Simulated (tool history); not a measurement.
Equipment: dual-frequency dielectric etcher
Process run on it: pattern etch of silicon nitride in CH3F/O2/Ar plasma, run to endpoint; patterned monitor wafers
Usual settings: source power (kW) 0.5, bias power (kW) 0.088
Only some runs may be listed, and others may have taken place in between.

run,hour,source power (kW),bias power (kW),wafers since the last listed run,hours since the last wet clean,hours since the last source power generator calibration,hours since the last bias power generator calibration,hours since the last upper electrode change,"incoming incoming film thickness, nm",endpoint time (s)
1,0,0.45,0.088,0,430.8,2454,3544.7,1935.8,36.48,43
2,79.8,0.45,0.088,1401,510.6,2533.8,3624.5,2015.6,36.79,43.1
3,125.8,0.56,0.088,807,556.6,2579.8,3670.5,2061.6,36.59,39.5
# hour 163.3: wet clean of the chamber
4,193.7,0.56,0.088,771,30.4,2647.7,3738.4,2129.5,36.69,41.1
5,260.9,0.5,0.088,1180,97.6,2714.9,3805.6,2196.7,36.57,41.6
6,308.1,0.5,0.088,829,144.8,2762.1,3852.8,2243.9,36.22,41.7
7,360.5,0.47,0.088,920,197.2,2814.5,3905.2,2296.3,36.63,43.3
# hour 376.9: bias power generator calibrated
8,431.4,0.47,0.088,1175,268.1,2885.4,54.5,2367.2,36.51,43.1
9,525.9,0.45,0.072,1659,362.6,2979.9,149,2461.7,36.71,48.9
10,562.9,0.45,0.072,649,399.6,3016.9,186,2498.7,36.56,48.5
11,633.5,0.5,0.088,1240,470.2,3087.5,256.6,2569.3,36.89,41.8
12,688.2,0.5,0.088,960,524.9,3142.2,311.3,2624,36.85,42.3
# hour 762.1: upper electrode replaced
13,762.6,0.46,0.078,885,599.3,3216.6,385.7,0.5,36.44,45.2
# hour 814.6: wet clean of the chamber
14,828.9,0.45,0.094,742,14.3,3282.9,452,66.8,36.6,42.2
15,877.2,0.5,0.088,848,62.6,3331.2,500.3,115.1,36.51,42.4
16,923.2,0.39,0.088,807,108.6,3377.2,546.3,161.1,36.63,46.3
17,983.8,0.5,0.088,1064,169.2,3437.8,606.9,221.7,36.57,42.9
18,1121.5,0.39,0.081,2418,306.9,3575.5,744.6,359.4,36.61,48.8
# hour 1166.7: source power generator calibrated
19,1222,0.5,0.098,1694,407.4,55.3,845.1,459.9,36.58,39.2
20,1320.9,0.5,0.088,1737,506.3,154.2,944,558.8,36.31,41.2
21,1361.2,0.59,0.1,707,546.6,194.5,984.3,599.1,36.34,35.6
# hour 1512.2: wet clean of the chamber
22,1512.7,0.45,0.108,2239,0.5,346,1135.8,750.6,36.66,39.4
23,1551,0.42,0.103,672,38.8,384.3,1174.1,788.9,37,41.3
24,1640.3,0.42,0.069,1568,128.1,473.6,1263.4,878.2,36.48,51.4
25,1731.6,0.53,0.071,1603,219.4,564.9,1354.7,969.5,36.26,46.1
26,1807.6,0.61,0.103,1334,295.4,640.9,1430.7,1045.5,36.52,35.5
27,1899,0.5,0.088,1605,386.8,732.3,1522.1,1136.9,36.68,42
28,1943,0.59,0.08,772,430.8,776.3,1566.1,1180.9,36.54,41.2
29,2042,0.61,0.088,1738,529.8,875.3,1665.1,1279.9,36.65,38.2
30,2082.4,0.5,0.104,709,570.2,915.7,1705.5,1320.3,36.65,37.3
31,2121.8,0.5,0.1,692,609.6,955.1,1744.9,1359.7,36.91,38.8
32,2174.7,0.5,0.088,929,662.5,1008,1797.8,1412.6,36.5,40.5
# hour 2225.2: wet clean of the chamber
33,2271.1,0.53,0.088,1271,45.9,1104.4,1894.2,1509,36.67,42.4
34,2355.7,0.58,0.102,1485,130.5,1189,1978.8,1593.6,36.33,37.1
35,2457,0.44,0.088,1779,231.8,1290.3,2080.1,1694.9,37.05,44.5

The tool's hidden state at each run:
source power that arrives over what is set, %: 0 in every run
bias power that arrives over what is set, %: 0 in every run
H1: etch rate over this chamber's usual, %
run,H1
1,2.45
2,2.88
3,3.13
4,0.297
5,0.66
6,0.915
7,1.2
8,1.58
9,2.09
10,2.29
11,2.67
12,2.97
13,3.37
14,0.398
15,0.659
16,0.907
17,1.23
18,1.98
19,2.52
20,3.05
21,3.27
22,0.171
23,0.377
24,0.859
25,1.35
26,1.76
27,2.26
28,2.49
29,3.03
30,3.25
31,3.46
32,3.74
33,-0.557
34,-0.101
35,0.446

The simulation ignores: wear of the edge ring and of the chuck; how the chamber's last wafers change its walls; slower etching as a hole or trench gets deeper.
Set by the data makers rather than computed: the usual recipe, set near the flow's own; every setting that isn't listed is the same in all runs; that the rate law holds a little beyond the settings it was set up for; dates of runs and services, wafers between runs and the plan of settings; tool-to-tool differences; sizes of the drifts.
